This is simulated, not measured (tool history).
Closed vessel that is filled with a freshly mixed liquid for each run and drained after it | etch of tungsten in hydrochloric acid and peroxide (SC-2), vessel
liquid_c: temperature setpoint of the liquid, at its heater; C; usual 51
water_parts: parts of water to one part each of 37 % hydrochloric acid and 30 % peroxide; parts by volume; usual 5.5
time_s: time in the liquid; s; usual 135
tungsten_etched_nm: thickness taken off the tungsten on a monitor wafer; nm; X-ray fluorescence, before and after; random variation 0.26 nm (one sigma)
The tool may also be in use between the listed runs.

| run | hour | liquid_c | water_parts | time_s | read-back film thickness of the tungsten reference wafer, read on the same gauge (nm) | tungsten_etched_nm |
|---|---|---|---|---|---|---|
| 1 | 0 | 51 | 5.5 | 135 | 60.02 | 35.37 |
| 2 | 30 | 51 | 5.5 | 135 | 59.98 | 35.51 |
| 3 | 72.7 | 51 | 5.5 | 135 | 60.01 | 35.72 |
| 4 | 125.7 | 53.5 | 5.5 | 135 | 60.03 | 41.7 |
| 5 | 183.7 | 53.5 | 5.5 | 135 | 60 | 41.82 |
| 6 | 298.5 | 53.5 | 5.5 | 135 | 60 | 42.27 |
| 7 | 353.7 | 51 | 5.5 | 135 | 59.99 | 35.88 |
|  | 366.3 | new drum of peroxide connected |
| 8 | 387.5 | 51 | 5.5 | 135 | 60 | 35.36 |
|  | 468.6 | gauge calibrated |
|  | 505.7 | chemicals flow meter replaced |
| 9 | 530.2 | 51 | 5.5 | 135 | 60.02 | 36.92 |
| 10 | 571.1 | 48 | 7.5 | 60 | 60 | 10.64 |
| 11 | 634.2 | 48 | 7.5 | 60 | 60 | 10.57 |
| 12 | 699.9 | 51 | 5.5 | 135 | 60 | 37.25 |
|  | 727.1 | thermometer replaced |
| 13 | 747.1 | 51 | 5.5 | 135 | 59.99 | 34.09 |
| 14 | 776.5 | 59.5 | 8.5 | 85 | 59.99 | 26.2 |
| 15 | 807.7 | 59.5 | 8.5 | 185 | 59.99 | 57.1 |
| 16 | 856.1 | 59.5 | 5.5 | 135 | 60.01 | 58.61 |
| 17 | 884 | 54 | 4.5 | 135 | 60 | 47.7 |
| 18 | 919.6 | 59.5 | 7 | 90 | 59.97 | 32.49 |

The tool's hidden state at each run:
peroxide weaker than its label (%): 0 in every run
gauge reads high (%): 0 in every run
H1: liquid hotter than its thermometer reads (K)
H2: chemicals flow below the setpoint (%)
| run | H1 | H2 |
|---|---|---|
| 1 | 1.02 | 3.54 |
| 2 | 1.03 | 3.7 |
| 3 | 1.06 | 3.93 |
| 4 | 1.08 | 4.23 |
| 5 | 1.11 | 4.54 |
| 6 | 1.17 | 5.17 |
| 7 | 1.2 | 5.48 |
| 8 | 1.22 | 5.66 |
| 9 | 1.29 | 0.925 |
| 10 | 1.31 | 1.15 |
| 11 | 1.34 | 1.5 |
| 12 | 1.38 | 1.86 |
| 13 | 0.0436 | 2.12 |
| 14 | 0.0588 | 2.28 |
| 15 | 0.0749 | 2.45 |
| 16 | 0.0998 | 2.71 |
| 17 | 0.114 | 2.87 |
| 18 | 0.133 | 3.06 |
